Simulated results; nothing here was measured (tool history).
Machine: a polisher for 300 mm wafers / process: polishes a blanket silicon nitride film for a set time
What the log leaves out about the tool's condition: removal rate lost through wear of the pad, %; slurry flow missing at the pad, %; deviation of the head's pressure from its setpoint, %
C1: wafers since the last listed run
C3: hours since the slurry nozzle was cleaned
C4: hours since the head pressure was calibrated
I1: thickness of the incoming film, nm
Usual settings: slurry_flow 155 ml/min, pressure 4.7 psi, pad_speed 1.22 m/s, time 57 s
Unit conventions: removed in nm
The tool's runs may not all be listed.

Run 1, day 0: usual settings but pressure 3.5 psi; C1 0; wafers polished on this pad 117; C3 346.1; C4 978.2; I1 712.7. Result: removed 117.6 nm.
Run 2, day 0.304: usual settings but pressure 3.5 psi; C1 57; wafers polished on this pad 175; C3 353.4; C4 985.5; I1 715.4. Result: removed 115.6 nm.
Run 3, day 0.679: usual settings but pressure 3.5 psi; C1 70; wafers polished on this pad 246; C3 362.4; C4 994.5; I1 722.2. Result: removed 116.2 nm.
Run 4, day 1.046: usual settings but slurry_flow 110 ml/min, pressure 5.6 psi; C1 69; wafers polished on this pad 315; C3 371.2; C4 1003.3; I1 724.2. Result: removed 164.9 nm.
Run 5, day 1.396: usual settings but slurry_flow 110 ml/min, pressure 5.6 psi; C1 66; wafers polished on this pad 381; C3 379.6; C4 1011.7; I1 713.9. Result: removed 163.3 nm.
Run 6, day 1.779: usual settings but slurry_flow 110 ml/min, pressure 5.6 psi; C1 72; wafers polished on this pad 454; C3 388.8; C4 1020.9; I1 712.2. Result: removed 163.1 nm.
Run 7, day 2.133: usual settings; C1 66; wafers polished on this pad 521; C3 397.3; C4 1029.4; I1 716.2. Result: removed 146.2 nm.
Run 8, day 2.771: usual settings; C1 120; wafers polished on this pad 641; C3 412.6; C4 1044.7; I1 725.2. Result: removed 145.7 nm.
Run 9, day 3.462: usual settings; C1 130; wafers polished on this pad 772; C3 429.2; C4 1061.3; I1 714. Result: removed 143.3 nm.
At day 3.638: head pressure recalibrated.
At day 4.154: worn pad replaced by a new one.
Run 10, day 5.296: usual settings but slurry_flow 175 ml/min, pad_speed 1.58 m/s, time 45 s; C1 299; wafers polished on this pad 215; C3 473.2; C4 39.8; I1 723.3. Result: removed 141.1 nm.
Run 11, day 5.879: usual settings; C1 110; wafers polished on this pad 325; C3 487.2; C4 53.8; I1 721. Result: removed 147.9 nm.
Run 12, day 6.142: usual settings but pad_speed 1.44 m/s, time 64 s; C1 49; wafers polished on this pad 375; C3 493.5; C4 60.1; I1 713.4. Result: removed 180.6 nm.
At day 6.238: slurry nozzle cleaned.
Run 13, day 6.521: usual settings but slurry_flow 185 ml/min, pad_speed 1.62 m/s, time 45 s; C1 63; wafers polished on this pad 439; C3 6.8; C4 69.2; I1 717.3. Result: removed 153.1 nm.
Run 14, day 6.829: usual settings but slurry_flow 130 ml/min; C1 58; wafers polished on this pad 497; C3 14.2; C4 76.6; I1 718.4. Result: removed 151.8 nm.
Run 15, day 7.133: usual settings but pressure 6.2 psi; C1 57; wafers polished on this pad 554; C3 21.5; C4 83.9; I1 730.3. Result: removed 199.5 nm.
Run 16, day 7.679: usual settings but slurry_flow 190 ml/min, pressure 3.9 psi; C1 103; wafers polished on this pad 657; C3 34.6; C4 97; I1 710.5. Result: removed 131.6 nm.
Run 17, day 7.958: usual settings but slurry_flow 110 ml/min, pressure 6.1 psi, pad_speed 1 m/s, time 68 s; C1 52; wafers polished on this pad 710; C3 41.3; C4 103.7; I1 727.4. Result: removed 191.7 nm.
Run 18, day 8.25: usual settings but pressure 3.7 psi, pad_speed 1.42 m/s, time 41 s; C1 55; wafers polished on this pad 765; C3 48.3; C4 110.7; I1 736.7. Result: removed 96.1 nm.
At day 8.746: worn pad replaced by a new one.
Run 19, day 8.762: usual settings but slurry_flow 130 ml/min; C1 65; wafers polished on this pad 2; C3 60.6; C4 123; I1 703.6. Result: removed 151.8 nm.

What differs in the tool's unlogged condition from the final listed run ahead of each entry between runs to the first listed run following it?
In the gap between runs 9 and 10: head pressure recalibrated (day 3.638); worn pad replaced by a new one (day 4.154)
  removal rate lost through wear of the pad, %: 4.33 -> 0.466; slurry flow missing at the pad, %: 36.4 -> 39.4
  what was measured, less what the result would be without the hidden state, removed: -16.5 -> -10.4 nm
In the gap between runs 12 and 13: slurry nozzle cleaned (day 6.238)
  removal rate lost through wear of the pad, %: 1.09 -> 1.49; slurry flow missing at the pad, %: 40.7 -> 8.31
  what was measured, less what the result would be without the hidden state, removed: -16.5 -> -3.9 nm
In the gap between runs 18 and 19: worn pad replaced by a new one (day 8.746)
  removal rate lost through wear of the pad, %: 4.14 -> 0.388; slurry flow missing at the pad, %: 11.1 -> 11.9
  what was measured, less what the result would be without the hidden state, removed: -5.8 -> -3.5 nm

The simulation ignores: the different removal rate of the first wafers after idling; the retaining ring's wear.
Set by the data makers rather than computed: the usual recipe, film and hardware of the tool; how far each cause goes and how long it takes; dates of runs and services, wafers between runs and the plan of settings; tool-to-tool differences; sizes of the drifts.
